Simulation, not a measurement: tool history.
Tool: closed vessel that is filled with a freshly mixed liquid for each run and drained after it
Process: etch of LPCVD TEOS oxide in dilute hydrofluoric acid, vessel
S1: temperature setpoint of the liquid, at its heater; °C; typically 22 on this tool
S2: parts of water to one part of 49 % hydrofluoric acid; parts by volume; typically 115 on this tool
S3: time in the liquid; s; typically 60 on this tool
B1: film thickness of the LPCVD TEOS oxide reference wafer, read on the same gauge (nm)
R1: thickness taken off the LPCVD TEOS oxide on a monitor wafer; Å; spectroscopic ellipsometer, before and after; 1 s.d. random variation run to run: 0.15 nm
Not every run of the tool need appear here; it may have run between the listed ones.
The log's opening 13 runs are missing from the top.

run 14 day=28.579 | S1=22 S2=115 S3=60 | B1=49.99 | R1=239.1
-- day=30.729 gauge calibrated
run 15 day=30.975 | S1=22 S2=115 S3=60 | B1=50 | R1=243.4
run 16 day=32.996 | S1=22 S2=115 S3=60 | B1=50.02 | R1=244.6
-- day=36.296 thermometer replaced
run 17 day=37.433 | S1=20.5 S2=115 S3=60 | B1=50.01 | R1=229.4
-- day=38.633 hydrofluoric acid flow meter replaced
run 18 day=39.383 | S1=27 S2=115 S3=50 | B1=49.99 | R1=226.4
run 19 day=41.192 | S1=22 S2=115 S3=75 | B1=50.01 | R1=279.1
run 20 day=42.712 | S1=22 S2=140 S3=80 | B1=50 | R1=236.4
run 21 day=45.212 | S1=22 S2=115 S3=60 | B1=49.99 | R1=225
run 22 day=47.146 | S1=23.5 S2=115 S3=60 | B1=50.02 | R1=237.6
run 23 day=49.117 | S1=25 S2=115 S3=60 | B1=50.02 | R1=251.3
run 24 day=50.6 | S1=25 S2=115 S3=85 | B1=50 | R1=355.9
run 25 day=52.1 | S1=22 S2=145 S3=60 | B1=50 | R1=172.9
run 26 day=54.454 | S1=22 S2=115 S3=60 | B1=50.02 | R1=223.5
run 27 day=55.662 | S1=24 S2=170 S3=70 | B1=49.99 | R1=182.1
run 28 day=56.775 | S1=19.5 S2=115 S3=45 | B1=50 | R1=154
run 29 day=57.979 | S1=22 S2=115 S3=85 | B1=50.01 | R1=321.2
run 30 day=60.65 | S1=22 S2=135 S3=60 | B1=50.01 | R1=188.8
-- day=62.075 thermometer replaced
run 31 day=63.554 | S1=18 S2=115 S3=80 | B1=50 | R1=259.2

What if the next run were any one of these 4? Each begins from the tool's condition after run 31:
run A day=63.583 | S1=24.5 S2=115 S3=60 | B1=? | R1=?
run B day=63.583 | S1=20 S2=150 S3=75 | B1=? | R1=?
run C day=63.583 | S1=22 S2=170 S3=60 | B1=? | R1=?
run D day=63.583 | S1=22 S2=65 S3=50 | B1=? | R1=?

run=A B1=49.99 R1=252.2
run=B B1=49.99 R1=194.8
run=C B1=49.99 R1=145.7
run=D B1=49.99 R1=356.8
With the hidden condition removed and each run's random variation left untouched, the same runs would have given:
run=A R1=241
run=B R1=186
run=C R1=139
run=D R1=341.7

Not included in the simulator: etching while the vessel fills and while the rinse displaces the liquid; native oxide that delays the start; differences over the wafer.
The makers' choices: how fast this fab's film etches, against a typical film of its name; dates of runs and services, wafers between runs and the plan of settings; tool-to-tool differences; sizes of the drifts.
